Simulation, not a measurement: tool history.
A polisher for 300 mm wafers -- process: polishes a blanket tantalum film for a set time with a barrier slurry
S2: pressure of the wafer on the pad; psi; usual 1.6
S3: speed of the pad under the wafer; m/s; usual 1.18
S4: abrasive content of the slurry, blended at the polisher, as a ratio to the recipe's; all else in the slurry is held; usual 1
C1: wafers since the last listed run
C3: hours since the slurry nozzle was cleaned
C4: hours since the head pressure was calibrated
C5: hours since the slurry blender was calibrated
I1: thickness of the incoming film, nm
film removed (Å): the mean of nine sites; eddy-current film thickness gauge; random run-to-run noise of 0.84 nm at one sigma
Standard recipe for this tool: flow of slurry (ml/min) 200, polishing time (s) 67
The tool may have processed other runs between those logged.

run 1 hour=0 | flow_of_slurry_(ml/min)=200 S2=1.6 S3=1.18 S4=1 polishing_time_(s)=67 | C1=0 wafers_polished_on_this_pad=605 C3=77.5 C4=186.6 C5=234.7 | I1=317.9 | film_removed_(Å)=1040
-- hour=43.2 slurry blender recalibrated
run 2 hour=68.3 | flow_of_slurry_(ml/min)=200 S2=1.6 S3=1.18 S4=1 polishing_time_(s)=67 | C1=665 wafers_polished_on_this_pad=1271 C3=145.8 C4=254.9 C5=25.1 | I1=323 | film_removed_(Å)=1046
run 3 hour=122.1 | flow_of_slurry_(ml/min)=200 S2=1.6 S3=1.18 S4=1 polishing_time_(s)=67 | C1=540 wafers_polished_on_this_pad=1811 C3=199.6 C4=308.7 C5=78.9 | I1=321.7 | film_removed_(Å)=1044
-- hour=189.3 worn pad replaced by a new one
run 4 hour=189.8 | flow_of_slurry_(ml/min)=200 S2=1.6 S3=1.18 S4=1 polishing_time_(s)=67 | C1=639 wafers_polished_on_this_pad=4 C3=267.3 C4=376.4 C5=146.6 | I1=321.7 | film_removed_(Å)=1062
run 5 hour=239.8 | flow_of_slurry_(ml/min)=200 S2=1.6 S3=1.18 S4=1 polishing_time_(s)=67 | C1=501 wafers_polished_on_this_pad=506 C3=317.3 C4=426.4 C5=196.6 | I1=317.8 | film_removed_(Å)=1068
-- hour=284.3 slurry blender recalibrated
run 6 hour=310.5 | flow_of_slurry_(ml/min)=200 S2=1.6 S3=1.18 S4=1 polishing_time_(s)=74 | C1=689 wafers_polished_on_this_pad=1196 C3=388 C4=497.1 C5=26.2 | I1=316.2 | film_removed_(Å)=1175
run 7 hour=335.5 | flow_of_slurry_(ml/min)=200 S2=1.6 S3=1.18 S4=1 polishing_time_(s)=74 | C1=250 wafers_polished_on_this_pad=1447 C3=413 C4=522.1 C5=51.2 | I1=315.9 | film_removed_(Å)=1175
run 8 hour=395.6 | flow_of_slurry_(ml/min)=200 S2=1.6 S3=1.18 S4=1 polishing_time_(s)=74 | C1=603 wafers_polished_on_this_pad=2050 C3=473.1 C4=582.2 C5=111.3 | I1=323.1 | film_removed_(Å)=1199
run 9 hour=427.9 | flow_of_slurry_(ml/min)=200 S2=1.2 S3=1.18 S4=1 polishing_time_(s)=67 | C1=324 wafers_polished_on_this_pad=2374 C3=505.4 C4=614.5 C5=143.6 | I1=323.6 | film_removed_(Å)=816
-- hour=455.4 slurry nozzle cleaned
-- hour=472.3 worn pad replaced by a new one
-- hour=518.5 slurry blender recalibrated
run 10 hour=638.6 | flow_of_slurry_(ml/min)=200 S2=1.2 S3=1.18 S4=1 polishing_time_(s)=67 | C1=2044 wafers_polished_on_this_pad=1649 C3=183.2 C4=825.2 C5=120.1 | I1=321.9 | film_removed_(Å)=816
run 11 hour=664.9 | flow_of_slurry_(ml/min)=200 S2=1.2 S3=1.18 S4=1 polishing_time_(s)=67 | C1=263 wafers_polished_on_this_pad=1913 C3=209.5 C4=851.5 C5=146.4 | I1=319 | film_removed_(Å)=816
run 12 hour=704.4 | flow_of_slurry_(ml/min)=200 S2=1.6 S3=1.18 S4=1 polishing_time_(s)=67 | C1=396 wafers_polished_on_this_pad=2310 C3=249 C4=891 C5=185.9 | I1=316.1 | film_removed_(Å)=1103

For run 13, what comes out?
-- hour=768 worn pad replaced by a new one
-- hour=771.7 slurry blender recalibrated
run 13 hour=772.2 | flow_of_slurry_(ml/min)=200 S2=1.6 S3=1.18 S4=1 polishing_time_(s)=67 | C1=620 wafers_polished_on_this_pad=21 C3=316.8 C4=958.8 C5=0.5 | I1=320.7 | film_removed_(Å)=?

film removed (Å): 1093
The same run, on a tool lacking any hidden state, would have yielded film removed (Å) 980.

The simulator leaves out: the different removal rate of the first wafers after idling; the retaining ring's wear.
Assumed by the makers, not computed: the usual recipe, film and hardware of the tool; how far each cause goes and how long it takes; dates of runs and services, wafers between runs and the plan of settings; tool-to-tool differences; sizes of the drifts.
